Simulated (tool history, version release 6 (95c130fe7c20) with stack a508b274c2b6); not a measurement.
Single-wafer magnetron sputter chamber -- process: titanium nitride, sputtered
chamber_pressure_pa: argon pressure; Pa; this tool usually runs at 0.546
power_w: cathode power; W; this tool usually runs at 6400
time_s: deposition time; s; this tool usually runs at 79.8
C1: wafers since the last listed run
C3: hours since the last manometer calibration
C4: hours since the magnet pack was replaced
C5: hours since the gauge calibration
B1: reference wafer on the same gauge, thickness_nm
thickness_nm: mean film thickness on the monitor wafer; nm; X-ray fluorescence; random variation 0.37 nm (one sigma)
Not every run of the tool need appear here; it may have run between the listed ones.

Run 1, hour 0.0: usual settings; C1 0; wafers on the sputter target 610; C3 691.0; C4 10821.2; C5 1715.6; B1 88.725. Result: thickness_nm 88.502 nm.
Run 2, hour 59.3: usual settings; C1 653; wafers on the sputter target 1264; C3 750.3; C4 10880.5; C5 1774.9; B1 88.822. Result: thickness_nm 88.053 nm.
Run 3, hour 118.7: usual settings but power_w 6750 W; C1 654; wafers on the sputter target 1918; C3 809.7; C4 10939.9; C5 1834.3; B1 88.785. Result: thickness_nm 92.864 nm.
Run 4, hour 171.8: usual settings but power_w 7300 W; C1 585; wafers on the sputter target 2503; C3 862.8; C4 10993.0; C5 1887.4; B1 88.650. Result: thickness_nm 99.046 nm.
Run 5, hour 227.5: usual settings but power_w 7300 W; C1 613; wafers on the sputter target 3117; C3 918.5; C4 11048.7; C5 1943.1; B1 88.709. Result: thickness_nm 97.998 nm.
At hour 259.8: magnet pack replaced.
Run 6, hour 275.2: usual settings but chamber_pressure_pa 0.673 Pa; C1 437; wafers on the sputter target 3554; C3 966.2; C4 15.4; C5 1990.8; B1 88.772. Result: thickness_nm 80.141 nm.
Run 7, hour 346.2: usual settings but chamber_pressure_pa 0.673 Pa; C1 782; wafers on the sputter target 4337; C3 1037.2; C4 86.4; C5 2061.8; B1 88.778. Result: thickness_nm 79.991 nm.
Run 8, hour 407.4: usual settings; C1 674; wafers on the sputter target 5011; C3 1098.4; C4 147.6; C5 2123.0; B1 88.710. Result: thickness_nm 85.833 nm.
Run 9, hour 434.9: usual settings; C1 303; wafers on the sputter target 5314; C3 1125.9; C4 175.1; C5 2150.5; B1 88.925. Result: thickness_nm 85.470 nm.
At hour 463.7: sputter target and shields replaced.
Run 10, hour 464.2: usual settings; C1 234; wafers on the sputter target 5; C3 1155.2; C4 204.4; C5 2179.8; B1 88.865. Result: thickness_nm 88.903 nm.
Run 11, hour 492.2: usual settings; C1 308; wafers on the sputter target 313; C3 1183.2; C4 232.4; C5 2207.8; B1 88.848. Result: thickness_nm 87.861 nm.
Run 12, hour 559.3: usual settings; C1 739; wafers on the sputter target 1053; C3 1250.3; C4 299.5; C5 2274.9; B1 88.742. Result: thickness_nm 87.816 nm.
At hour 600.3: gauge calibrated.
Run 13, hour 614.7: usual settings; C1 610; wafers on the sputter target 1663; C3 1305.7; C4 354.9; C5 14.4; B1 88.882. Result: thickness_nm 88.024 nm.
Run 14, hour 656.0: usual settings but chamber_pressure_pa 0.740 Pa, power_w 4950 W; C1 455; wafers on the sputter target 2118; C3 1347.0; C4 396.2; C5 55.7; B1 88.893. Result: thickness_nm 60.179 nm.
Run 15, hour 696.9: usual settings but chamber_pressure_pa 0.726 Pa, power_w 5400 W, time_s 94.5 s; C1 450; wafers on the sputter target 2569; C3 1387.9; C4 437.1; C5 96.6; B1 88.839. Result: thickness_nm 78.045 nm.
Run 16, hour 731.3: usual settings but power_w 5000 W; C1 379; wafers on the sputter target 2948; C3 1422.3; C4 471.5; C5 131.0; B1 88.775. Result: thickness_nm 67.896 nm.
Run 17, hour 798.2: usual settings but chamber_pressure_pa 0.727 Pa, power_w 6850 W; C1 737; wafers on the sputter target 3685; C3 1489.2; C4 538.4; C5 197.9; B1 88.746. Result: thickness_nm 83.239 nm.
Run 18, hour 844.1: usual settings but chamber_pressure_pa 0.339 Pa, power_w 5200 W, time_s 91.7 s; C1 505; wafers on the sputter target 4191; C3 1535.1; C4 584.3; C5 243.8; B1 88.720. Result: thickness_nm 90.436 nm.
Run 19, hour 891.8: usual settings but power_w 5200 W; C1 525; wafers on the sputter target 4716; C3 1582.8; C4 632.0; C5 291.5; B1 88.778. Result: thickness_nm 69.603 nm.
At hour 965.9: sputter target and shields replaced.
Run 20, hour 966.4: usual settings but power_w 5200 W; C1 733; wafers on the sputter target 5; C3 1657.4; C4 706.6; C5 366.1; B1 88.772. Result: thickness_nm 72.226 nm.
Run 21, hour 989.3: usual settings but chamber_pressure_pa 0.665 Pa, power_w 7450 W, time_s 74.4 s; C1 252; wafers on the sputter target 257; C3 1680.3; C4 729.5; C5 389.0; B1 88.765. Result: thickness_nm 89.034 nm.
At hour 1042.6: capacitance manometer re-zeroed and calibrated.
Run 22, hour 1060.3: usual settings but time_s 67.6 s; C1 694; wafers on the sputter target 951; C3 17.7; C4 800.5; C5 460.0; B1 88.785. Result: thickness_nm 74.742 nm.
Run 23, hour 1117.3: usual settings but chamber_pressure_pa 0.451 Pa, power_w 7350 W, time_s 88.9 s; C1 628; wafers on the sputter target 1579; C3 74.7; C4 857.5; C5 517.0; B1 88.815. Result: thickness_nm 118.273 nm.
Run 24, hour 1151.3: usual settings but chamber_pressure_pa 0.394 Pa, power_w 7650 W, time_s 66.1 s; C1 374; wafers on the sputter target 1954; C3 108.7; C4 891.5; C5 551.0; B1 88.700. Result: thickness_nm 95.176 nm.
Run 25, hour 1183.6: usual settings; C1 355; wafers on the sputter target 2310; C3 141.0; C4 923.8; C5 583.3; B1 88.772. Result: thickness_nm 87.453 nm.
Run 26, hour 1250.5: usual settings; C1 737; wafers on the sputter target 3047; C3 207.9; C4 990.7; C5 650.2; B1 88.805. Result: thickness_nm 87.349 nm.
Run 27, hour 1307.3: usual settings but chamber_pressure_pa 0.396 Pa, power_w 5600 W; C1 625; wafers on the sputter target 3673; C3 264.7; C4 1047.5; C5 707.0; B1 88.762. Result: thickness_nm 82.481 nm.
Run 28, hour 1351.4: usual settings but chamber_pressure_pa 0.730 Pa, power_w 5700 W, time_s 84.0 s; C1 485; wafers on the sputter target 4159; C3 308.8; C4 1091.6; C5 751.1; B1 88.897. Result: thickness_nm 72.143 nm.
Run 29, hour 1382.5: usual settings but chamber_pressure_pa 0.384 Pa, time_s 71.6 s; C1 342; wafers on the sputter target 4501; C3 339.9; C4 1122.7; C5 782.2; B1 88.735. Result: thickness_nm 85.359 nm.
Run 30, hour 1413.3: usual settings but chamber_pressure_pa 0.454 Pa, time_s 85.4 s; C1 339; wafers on the sputter target 4841; C3 370.7; C4 1153.5; C5 813.0; B1 88.759. Result: thickness_nm 96.480 nm.
Run 31, hour 1475.6: usual settings; C1 686; wafers on the sputter target 5527; C3 433.0; C4 1215.8; C5 875.3; B1 88.978. Result: thickness_nm 85.155 nm.
Run 32, hour 1511.4: usual settings but chamber_pressure_pa 0.748 Pa, power_w 7850 W, time_s 73.3 s; C1 394; wafers on the sputter target 5922; C3 468.8; C4 1251.6; C5 911.1; B1 88.836. Result: thickness_nm 84.367 nm.
At hour 1532.0: sputter target and shields replaced.
Run 33, hour 1563.0: usual settings but chamber_pressure_pa 0.724 Pa, power_w 7000 W; C1 480; wafers on the sputter target 341; C3 520.4; C4 1303.2; C5 962.7; B1 88.871. Result: thickness_nm 86.845 nm.
Run 34, hour 1633.4: usual settings; C1 775; wafers on the sputter target 1117; C3 590.8; C4 1373.6; C5 1033.1; B1 88.881. Result: thickness_nm 88.536 nm.
Run 35, hour 1666.3: usual settings but chamber_pressure_pa 0.379 Pa, power_w 5400 W, time_s 66.4 s; C1 362; wafers on the sputter target 1479; C3 623.7; C4 1406.5; C5 1066.0; B1 88.857. Result: thickness_nm 68.438 nm.
Run 36, hour 1731.2: usual settings; C1 715; wafers on the sputter target 2195; C3 688.6; C4 1471.4; C5 1130.9; B1 88.866. Result: thickness_nm 87.462 nm.

A few steps of thickness_nm between consecutive runs. Split each: what settings, incoming material and random variation would produce without the hidden state, and what is left over for the hidden state, along with gauge scatter present in only one of the two compared results (measured, and without hidden state):
Unlogged tool condition in this case: deposition rate above that of a new target (%); true argon pressure above the setpoint (%); gauge reads high (%).
Run 9 -> 10: sputter target and shields replaced. thickness_nm +3.433 nm: hidden state +3.026, all else +0.407.
Run 13 -> 14: chamber_pressure_pa 0.546 -> 0.740, power_w 6400 -> 4950. thickness_nm -27.845 nm: hidden state +0.190, all else -28.035.
Run 19 -> 20: sputter target and shields replaced. thickness_nm +2.623 nm: hidden state +2.089, all else +0.534.
Run 22 -> 23: chamber_pressure_pa 0.546 -> 0.451, power_w 6400 -> 7350, time_s 67.6 -> 88.9. thickness_nm +43.531 nm: hidden state -0.917, all else +44.448.
Run 23 -> 24: chamber_pressure_pa 0.451 -> 0.394, power_w 7350 -> 7650, time_s 88.9 -> 66.1. thickness_nm -23.097 nm: hidden state +0.092, all else -23.189.
Run 32 -> 33: chamber_pressure_pa 0.748 -> 0.724, power_w 7850 -> 7000, time_s 73.3 -> 79.8, sputter target and shields replaced. thickness_nm +2.478 nm: hidden state +3.257, all else -0.779.

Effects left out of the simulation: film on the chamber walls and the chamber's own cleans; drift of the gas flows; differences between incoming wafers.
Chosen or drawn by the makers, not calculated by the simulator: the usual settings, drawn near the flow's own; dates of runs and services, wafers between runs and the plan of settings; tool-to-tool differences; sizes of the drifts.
